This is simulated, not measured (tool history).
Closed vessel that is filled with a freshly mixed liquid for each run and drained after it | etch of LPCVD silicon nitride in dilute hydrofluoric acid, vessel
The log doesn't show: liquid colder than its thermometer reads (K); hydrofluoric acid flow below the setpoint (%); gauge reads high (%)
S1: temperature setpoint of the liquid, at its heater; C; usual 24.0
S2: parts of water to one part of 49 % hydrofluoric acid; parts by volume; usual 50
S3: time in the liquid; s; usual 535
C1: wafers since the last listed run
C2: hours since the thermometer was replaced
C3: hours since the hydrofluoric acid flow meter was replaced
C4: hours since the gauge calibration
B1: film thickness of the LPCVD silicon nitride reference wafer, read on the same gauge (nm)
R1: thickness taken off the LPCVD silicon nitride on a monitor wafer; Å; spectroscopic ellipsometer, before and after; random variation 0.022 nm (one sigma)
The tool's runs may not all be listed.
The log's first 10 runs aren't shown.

Run 11, hour 111.7: usual settings but S2 40 parts by volume, S3 375 s; C1 561; C2 288.8; C3 457.6; C4 385.7; B1 79.99. Result: R1 46.1 Å.
Run 12, hour 127.5: usual settings; C1 751; C2 304.6; C3 473.4; C4 401.5; B1 79.96. Result: R1 53.1 Å.
Run 13, hour 143.6: usual settings; C1 766; C2 320.7; C3 489.5; C4 417.6; B1 79.99. Result: R1 52.5 Å.
Run 14, hour 155.3: usual settings; C1 556; C2 332.4; C3 501.2; C4 429.3; B1 79.99. Result: R1 52.8 Å.
Run 15, hour 165.4: usual settings; C1 480; C2 342.5; C3 511.3; C4 439.4; B1 79.99. Result: R1 53.1 Å.
Run 16, hour 178.4: usual settings but S1 19.5 C, S3 245 s; C1 618; C2 355.5; C3 524.3; C4 452.4; B1 80.02. Result: R1 17.8 Å.
Run 17, hour 218.9: usual settings but S1 27.5 C, S2 45 parts by volume, S3 325 s; C1 1927; C2 396.0; C3 564.8; C4 492.9; B1 79.98. Result: R1 44.5 Å.
Run 18, hour 235.3: usual settings; C1 780; C2 412.4; C3 581.2; C4 509.3; B1 79.98. Result: R1 52.6 Å.
At hour 242.5: gauge calibrated.
Run 19, hour 251.9: usual settings but S3 690 s; C1 789; C2 429.0; C3 597.8; C4 9.4; B1 80.01. Result: R1 67.6 Å.
At hour 254.4: thermometer replaced.
Run 20, hour 266.9: usual settings; C1 666; C2 12.5; C3 612.8; C4 24.4; B1 80.00. Result: R1 53.5 Å.
Run 21, hour 279.2: usual settings but S1 27.0 C, S2 40 parts by volume; C1 585; C2 24.8; C3 625.1; C4 36.7; B1 80.00. Result: R1 81.1 Å.
At hour 291.0: hydrofluoric acid flow meter replaced.
Run 22, hour 331.3: usual settings; C1 2431; C2 76.9; C3 40.3; C4 88.8; B1 80.02. Result: R1 54.8 Å.
Run 23, hour 362.7: usual settings; C1 1494; C2 108.3; C3 71.7; C4 120.2; B1 80.00. Result: R1 54.3 Å.
Run 24, hour 373.8: usual settings but S2 40 parts by volume; C1 528; C2 119.4; C3 82.8; C4 131.3; B1 79.98. Result: R1 67.3 Å.
Run 25, hour 383.4: usual settings but S1 20.0 C, S2 75 parts by volume; C1 456; C2 129.0; C3 92.4; C4 140.9; B1 79.97. Result: R1 27.9 Å.
Run 26, hour 397.5: usual settings but S1 21.0 C, S2 75 parts by volume, S3 815 s; C1 670; C2 143.1; C3 106.5; C4 155.0; B1 79.97. Result: R1 45.4 Å.
Run 27, hour 409.9: usual settings but S3 715 s; C1 590; C2 155.5; C3 118.9; C4 167.4; B1 79.96. Result: R1 73.0 Å.
Run 28, hour 425.6: usual settings; C1 747; C2 171.2; C3 134.6; C4 183.1; B1 80.02. Result: R1 53.9 Å.
Run 29, hour 433.5: usual settings but S1 22.0 C, S2 40 parts by volume, S3 280 s; C1 375; C2 179.1; C3 142.5; C4 191.0; B1 80.00. Result: R1 31.0 Å.
Run 30, hour 442.8: usual settings but S2 35 parts by volume, S3 680 s; C1 442; C2 188.4; C3 151.8; C4 200.3; B1 80.00. Result: R1 97.5 Å.
Run 31, hour 457.3: usual settings but S3 715 s; C1 690; C2 202.9; C3 166.3; C4 214.8; B1 79.98. Result: R1 72.4 Å.
Run 32, hour 465.8: usual settings but S2 30 parts by volume; C1 404; C2 211.4; C3 174.8; C4 223.3; B1 80.00. Result: R1 88.6 Å.

4 ways to go on from here, each from the tool as it stands after run 32. What would each give?
Run A, hour 466.6: usual settings but S1 27.5 C; C1 38; C2 212.2; C3 175.6; C4 224.1; B1 ?. Result: R1 ?.
Run B, hour 466.6: usual settings but S1 26.5 C, S2 60 parts by volume, S3 290 s; C1 38; C2 212.2; C3 175.6; C4 224.1; B1 ?. Result: R1 ?.
Run C, hour 466.6: usual settings but S3 275 s; C1 38; C2 212.2; C3 175.6; C4 224.1; B1 ?. Result: R1 ?.
Run D, hour 466.6: usual settings but S2 65 parts by volume; C1 38; C2 212.2; C3 175.6; C4 224.1; B1 ?. Result: R1 ?.

run     B1    R1
  A  80.00  68.2
  B  80.00  28.9
  C  80.00  27.7
  D  80.00  41.7
Without the tool's hidden state the same runs would have given:
run    R1
  A  70.2
  B  29.8
  C  28.6
  D  43.0

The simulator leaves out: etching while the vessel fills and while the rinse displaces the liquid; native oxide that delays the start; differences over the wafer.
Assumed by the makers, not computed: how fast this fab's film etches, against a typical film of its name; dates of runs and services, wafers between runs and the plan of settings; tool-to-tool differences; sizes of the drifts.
